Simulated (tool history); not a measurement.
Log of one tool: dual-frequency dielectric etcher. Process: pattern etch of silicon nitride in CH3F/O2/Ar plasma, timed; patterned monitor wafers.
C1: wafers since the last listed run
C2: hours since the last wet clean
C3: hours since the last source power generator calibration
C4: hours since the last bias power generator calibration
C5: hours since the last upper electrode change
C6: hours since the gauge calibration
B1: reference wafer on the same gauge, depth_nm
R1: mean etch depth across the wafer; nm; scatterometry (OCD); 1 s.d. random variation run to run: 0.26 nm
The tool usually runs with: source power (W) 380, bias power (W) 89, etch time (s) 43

Run 1, day 0: usual settings but source power (W) 320; C1 0; C2 229.1; C3 3111.2; C4 3738.6; C5 1208.5; C6 600.2; B1 37.72. Result: R1 34.72 nm.
Run 2, day 3.621: usual settings but source power (W) 460; C1 705; C2 316; C3 3198.1; C4 3825.5; C5 1295.4; C6 687.1; B1 37.52. Result: R1 38.03 nm.
Run 3, day 7.642: usual settings; C1 783; C2 412.5; C3 3294.6; C4 3922; C5 1391.9; C6 783.6; B1 37.44. Result: R1 35.89 nm.
Run 4, day 9.35: usual settings; C1 332; C2 453.5; C3 3335.6; C4 3963; C5 1432.9; C6 824.6; B1 37.29. Result: R1 35.72 nm.
Run 5, day 11.004: usual settings but bias power (W) 103; C1 322; C2 493.2; C3 3375.3; C4 4002.7; C5 1472.6; C6 864.3; B1 37.29. Result: R1 38.37 nm.
Run 6, day 12.525: usual settings but bias power (W) 103; C1 296; C2 529.7; C3 3411.8; C4 4039.2; C5 1509.1; C6 900.8; B1 37.2. Result: R1 38.14 nm.
Run 7, day 14.338: usual settings; C1 353; C2 573.2; C3 3455.3; C4 4082.7; C5 1552.6; C6 944.3; B1 37.08. Result: R1 35.69 nm.
At day 16.833: wet clean of the chamber.
Run 8, day 18.621: usual settings; C1 639; C2 42.9; C3 3558.1; C4 4185.5; C5 1655.4; C6 1047.1; B1 36.96. Result: R1 35.53 nm.
Run 9, day 22.758: usual settings but etch time (s) 40; C1 805; C2 142.2; C3 3657.4; C4 4284.8; C5 1754.7; C6 1146.4; B1 36.85. Result: R1 33.05 nm.
Run 10, day 26.458: usual settings; C1 720; C2 231; C3 3746.2; C4 4373.6; C5 1843.5; C6 1235.2; B1 36.77. Result: R1 35.58 nm.
Run 11, day 29.45: usual settings but bias power (W) 67; C1 582; C2 302.8; C3 3818; C4 4445.4; C5 1915.3; C6 1307; B1 36.62. Result: R1 31.44 nm.
Run 12, day 32.8: usual settings; C1 652; C2 383.2; C3 3898.4; C4 4525.8; C5 1995.7; C6 1387.4; B1 36.54. Result: R1 35.29 nm.
Run 13, day 34.608: usual settings; C1 352; C2 426.6; C3 3941.8; C4 4569.2; C5 2039.1; C6 1430.8; B1 36.34. Result: R1 35.15 nm.
At day 37.229: wet clean of the chamber.
Run 14, day 37.25: usual settings but bias power (W) 100, etch time (s) 54.5; C1 319; C2 0.5; C3 4005.2; C4 4632.6; C5 2102.5; C6 1494.2; B1 36.31. Result: R1 46.54 nm.
Run 15, day 38.7: usual settings but source power (W) 290; C1 282; C2 35.3; C3 4040; C4 4667.4; C5 2137.3; C6 1529; B1 36.32. Result: R1 32.19 nm.
Run 16, day 40.738: usual settings but source power (W) 470, bias power (W) 103, etch time (s) 34; C1 396; C2 84.2; C3 4088.9; C4 4716.3; C5 2186.2; C6 1577.9; B1 36.14. Result: R1 31.29 nm.
Run 17, day 44.125: usual settings but source power (W) 310, etch time (s) 46.5; C1 659; C2 165.5; C3 4170.2; C4 4797.6; C5 2267.5; C6 1659.2; B1 36.1. Result: R1 35.3 nm.
At day 44.625: gauge calibrated.
Run 18, day 49.646: usual settings but bias power (W) 98, etch time (s) 47.5; C1 1075; C2 298; C3 4302.7; C4 4930.1; C5 2400; C6 120.5; B1 38.86. Result: R1 43.24 nm.
At day 51.379: source power generator calibrated.
Run 19, day 52.225: usual settings; C1 469; C2 359.9; C3 20.3; C4 4992; C5 2461.9; C6 182.4; B1 38.73. Result: R1 37.52 nm.
At day 53.646: upper electrode replaced.
At day 55.125: bias power generator calibrated.
Run 20, day 55.825: usual settings; C1 474; C2 446.3; C3 106.7; C4 16.8; C5 52.3; C6 268.8; B1 38.68. Result: R1 37.42 nm.
Run 21, day 58.433: usual settings but source power (W) 310; C1 508; C2 508.9; C3 169.3; C4 79.4; C5 114.9; C6 331.4; B1 38.49. Result: R1 35.31 nm.
At day 59.825: wet clean of the chamber.
Run 22, day 62.054: usual settings; C1 510; C2 53.5; C3 256.2; C4 166.3; C5 201.8; C6 418.3; B1 38.47. Result: R1 37.06 nm.
Run 23, day 64.879: usual settings but bias power (W) 78; C1 550; C2 121.3; C3 324; C4 234.1; C5 269.6; C6 486.1; B1 38.27. Result: R1 34.82 nm.
Run 24, day 67.158: usual settings; C1 443; C2 176; C3 378.7; C4 288.8; C5 324.3; C6 540.8; B1 38.29. Result: R1 36.78 nm.
Run 25, day 68.992: usual settings but bias power (W) 98; C1 357; C2 220; C3 422.7; C4 332.8; C5 368.3; C6 584.8; B1 38.15. Result: R1 37.94 nm.
Run 26, day 72.867: usual settings but bias power (W) 74, etch time (s) 33.5; C1 754; C2 313; C3 515.7; C4 425.8; C5 461.3; C6 677.8; B1 38.03. Result: R1 26.21 nm.
Run 27, day 76.917: usual settings but source power (W) 290, bias power (W) 76, etch time (s) 37.5; C1 788; C2 410.2; C3 612.9; C4 523; C5 558.5; C6 775; B1 37.8. Result: R1 27.76 nm.
Run 28, day 80.829: usual settings but source power (W) 420, etch time (s) 30.5; C1 762; C2 504.1; C3 706.8; C4 616.9; C5 652.4; C6 868.9; B1 37.7. Result: R1 26.69 nm.
Run 29, day 82.796: usual settings; C1 383; C2 551.3; C3 754; C4 664.1; C5 699.6; C6 916.1; B1 37.75. Result: R1 36.7 nm.

Describe how what the log doesn't record of the tool's condition differs between the last listed run preceding each entry between runs and the first listed run following it.
Logged between run 7 and run 8: wet clean of the chamber (day 16.833)
  gauge reads high (%): -3.74 -> -4.15
  measured minus no-state result, R1: -1.38 -> -1.54 nm
Logged between run 13 and run 14: wet clean of the chamber (day 37.229)
  gauge reads high (%): -5.68 -> -5.93
  measured minus no-state result, R1: -2.12 -> -2.93 nm
Logged between run 17 and run 18: gauge calibrated (day 44.625)
  gauge reads high (%): -6.59 -> 0.665
  measured minus no-state result, R1: -2.49 -> +0.29 nm
Logged between run 18 and run 19: source power generator calibrated (day 51.379)
  gauge reads high (%): 0.665 -> 0.418
  measured minus no-state result, R1: +0.29 -> +0.16 nm
Logged between run 19 and run 20: upper electrode replaced (day 53.646); bias power generator calibrated (day 55.125)
  gauge reads high (%): 0.418 -> 0.0739
  measured minus no-state result, R1: +0.16 -> +0.03 nm
Logged between run 21 and run 22: wet clean of the chamber (day 59.825)
  gauge reads high (%): -0.175 -> -0.522
  measured minus no-state result, R1: -0.06 -> -0.19 nm
